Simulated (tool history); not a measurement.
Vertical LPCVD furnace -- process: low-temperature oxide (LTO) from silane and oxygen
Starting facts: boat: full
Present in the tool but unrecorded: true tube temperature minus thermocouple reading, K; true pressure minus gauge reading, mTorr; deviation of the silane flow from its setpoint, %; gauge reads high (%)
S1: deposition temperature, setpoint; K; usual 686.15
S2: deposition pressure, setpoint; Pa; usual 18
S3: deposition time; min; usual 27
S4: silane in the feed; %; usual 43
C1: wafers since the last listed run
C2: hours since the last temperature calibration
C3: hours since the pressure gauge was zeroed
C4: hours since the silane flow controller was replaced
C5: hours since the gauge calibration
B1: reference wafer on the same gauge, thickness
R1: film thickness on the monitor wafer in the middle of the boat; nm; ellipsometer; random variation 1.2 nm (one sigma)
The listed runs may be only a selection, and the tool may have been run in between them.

run 1 hour=0 | S1=686.15 S2=18 S3=27 S4=43 | C1=0 C2=4177.9 C3=956.5 C4=5182.4 C5=2127.8 | B1=244.21 | R1=213.46
-- hour=84.2 thermocouples replaced and temperature profile calibrated
run 2 hour=84.7 | S1=686.15 S2=18 S3=27 S4=43 | C1=1415 C2=0.5 C3=1041.2 C4=5267.1 C5=2212.5 | B1=244.16 | R1=211.97
run 3 hour=125.5 | S1=686.15 S2=18 S3=27 S4=43 | C1=951 C2=41.3 C3=1082 C4=5307.9 C5=2253.3 | B1=244.06 | R1=216.15
run 4 hour=192.6 | S1=686.15 S2=18 S3=27 S4=43 | C1=1564 C2=108.4 C3=1149.1 C4=5375 C5=2320.4 | B1=243.69 | R1=215.02
run 5 hour=243.8 | S1=686.15 S2=18 S3=27 S4=43 | C1=1193 C2=159.6 C3=1200.3 C4=5426.2 C5=2371.6 | B1=244.09 | R1=217.09
run 6 hour=290.6 | S1=686.15 S2=18 S3=27 S4=43 | C1=1091 C2=206.4 C3=1247.1 C4=5473 C5=2418.4 | B1=244.04 | R1=216.56
run 7 hour=359.6 | S1=694.15 S2=18 S3=27 S4=43 | C1=1608 C2=275.4 C3=1316.1 C4=5542 C5=2487.4 | B1=244.05 | R1=236.25
run 8 hour=406.6 | S1=686.15 S2=18 S3=27 S4=43 | C1=1095 C2=322.4 C3=1363.1 C4=5589 C5=2534.4 | B1=243.74 | R1=218.64
run 9 hour=440.8 | S1=686.15 S2=18 S3=27 S4=43 | C1=797 C2=356.6 C3=1397.3 C4=5623.2 C5=2568.6 | B1=243.77 | R1=216.2
run 10 hour=494.3 | S1=677.15 S2=14.7 S3=29.5 S4=36 | C1=1247 C2=410.1 C3=1450.8 C4=5676.7 C5=2622.1 | B1=244.23 | R1=146.35
run 11 hour=532 | S1=686.15 S2=22 S3=27 S4=43 | C1=879 C2=447.8 C3=1488.5 C4=5714.4 C5=2659.8 | B1=243.94 | R1=267.27
-- hour=556.9 silane flow controller replaced
run 12 hour=566.9 | S1=686.15 S2=15.3 S3=22.5 S4=43 | C1=254 C2=482.7 C3=1523.4 C4=10 C5=2694.7 | B1=244.01 | R1=156.37
-- hour=612.2 gauge calibrated
run 13 hour=634 | S1=679.15 S2=21.3 S3=27 S4=43 | C1=1564 C2=549.8 C3=1590.5 C4=77.1 C5=21.8 | B1=243.79 | R1=240.78
-- hour=668.5 pressure gauge zeroed
run 14 hour=676.9 | S1=686.15 S2=21.3 S3=27 S4=36 | C1=440 C2=592.7 C3=8.4 C4=120 C5=64.7 | B1=244.33 | R1=203.21
run 15 hour=761.6 | S1=692.15 S2=14 S3=33.5 S4=43 | C1=1974 C2=677.4 C3=93.1 C4=204.7 C5=149.4 | B1=244.11 | R1=216.02
run 16 hour=816.1 | S1=691.15 S2=18 S3=27 S4=43 | C1=1270 C2=731.9 C3=147.6 C4=259.2 C5=203.9 | B1=244.09 | R1=220.87
run 17 hour=879.2 | S1=686.15 S2=20.7 S3=36.5 S4=43 | C1=1471 C2=795 C3=210.7 C4=322.3 C5=267 | B1=244.08 | R1=327.98
run 18 hour=931.8 | S1=697.15 S2=18 S3=27 S4=43 | C1=1226 C2=847.6 C3=263.3 C4=374.9 C5=319.6 | B1=243.96 | R1=233.81
run 19 hour=974.6 | S1=686.15 S2=16 S3=18.5 S4=36 | C1=997 C2=890.4 C3=306.1 C4=417.7 C5=362.4 | B1=243.68 | R1=104.08
run 20 hour=1012.1 | S1=677.15 S2=14.7 S3=29.5 S4=36 | C1=874 C2=927.9 C3=343.6 C4=455.2 C5=399.9 | B1=243.91 | R1=138.93
run 21 hour=1061.8 | S1=677.15 S2=20.7 S3=36.5 S4=40 | C1=1158 C2=977.6 C3=393.3 C4=504.9 C5=449.6 | B1=244.16 | R1=275.31
run 22 hour=1093.4 | S1=679.15 S2=22 S3=27 S4=35 | C1=736 C2=1009.2 C3=424.9 C4=536.5 C5=481.2 | B1=244.15 | R1=189.71
run 23 hour=1131 | S1=676.15 S2=18 S3=23.5 S4=50 | C1=876 C2=1046.8 C3=462.5 C4=574.1 C5=518.8 | B1=243.69 | R1=193.02
run 24 hour=1191.9 | S1=686.15 S2=18 S3=27 S4=43 | C1=1420 C2=1107.7 C3=523.4 C4=635 C5=579.7 | B1=243.78 | R1=213.26
run 25 hour=1234.3 | S1=697.15 S2=18 S3=34 S4=37 | C1=988 C2=1150.1 C3=565.8 C4=677.4 C5=622.1 | B1=243.91 | R1=252.27
run 26 hour=1303.5 | S1=682.15 S2=16.7 S3=27 S4=43 | C1=1613 C2=1219.3 C3=635 C4=746.6 C5=691.3 | B1=243.82 | R1=191.93
run 27 hour=1335.5 | S1=694.15 S2=15.3 S3=34.5 S4=50 | C1=746 C2=1251.3 C3=667 C4=778.6 C5=723.3 | B1=244.39 | R1=290.02
run 28 hour=1378 | S1=676.15 S2=19.3 S3=35.5 S4=36 | C1=990 C2=1293.8 C3=709.5 C4=821.1 C5=765.8 | B1=244.4 | R1=220.04
run 29 hour=1424.6 | S1=678.15 S2=16 S3=27 S4=43 | C1=1086 C2=1340.4 C3=756.1 C4=867.7 C5=812.4 | B1=243.75 | R1=174.43
run 30 hour=1496.3 | S1=686.15 S2=18 S3=27 S4=43 | C1=1671 C2=1412.1 C3=827.8 C4=939.4 C5=884.1 | B1=244.25 | R1=213.93
run 31 hour=1559.2 | S1=682.15 S2=22 S3=27 S4=43 | C1=1466 C2=1475 C3=890.7 C4=1002.3 C5=947 | B1=243.65 | R1=253.17

Subtracting, for every run, the result it would have given without the tool's unlogged condition from the measured result gives the following. The same run-to-run variation enters both numbers; the gauge's scatter may not:
run=1 R1=+3.06
run=2 R1=+3.75
run=3 R1=+4.19
run=4 R1=+4.79
run=5 R1=+5.34
run=6 R1=+5.81
run=7 R1=+7.14
run=8 R1=+7.13
run=9 R1=+7.44
run=10 R1=+6.64
run=11 R1=+8.68
run=12 R1=+7.54
run=13 R1=+9.26
run=14 R1=+0.26
run=15 R1=+0.47
run=16 R1=+0.44
run=17 R1=+0.69
run=18 R1=+0.69
run=19 R1=+0.41
run=20 R1=+0.67
run=21 R1=+1.12
run=22 R1=+0.81
run=23 R1=+1.14
run=24 R1=+1.5
run=25 R1=+2.02
run=26 R1=+2
run=27 R1=+3.56
run=28 R1=+2.39
run=29 R1=+2.55
run=30 R1=+3.26
run=31 R1=+3.61
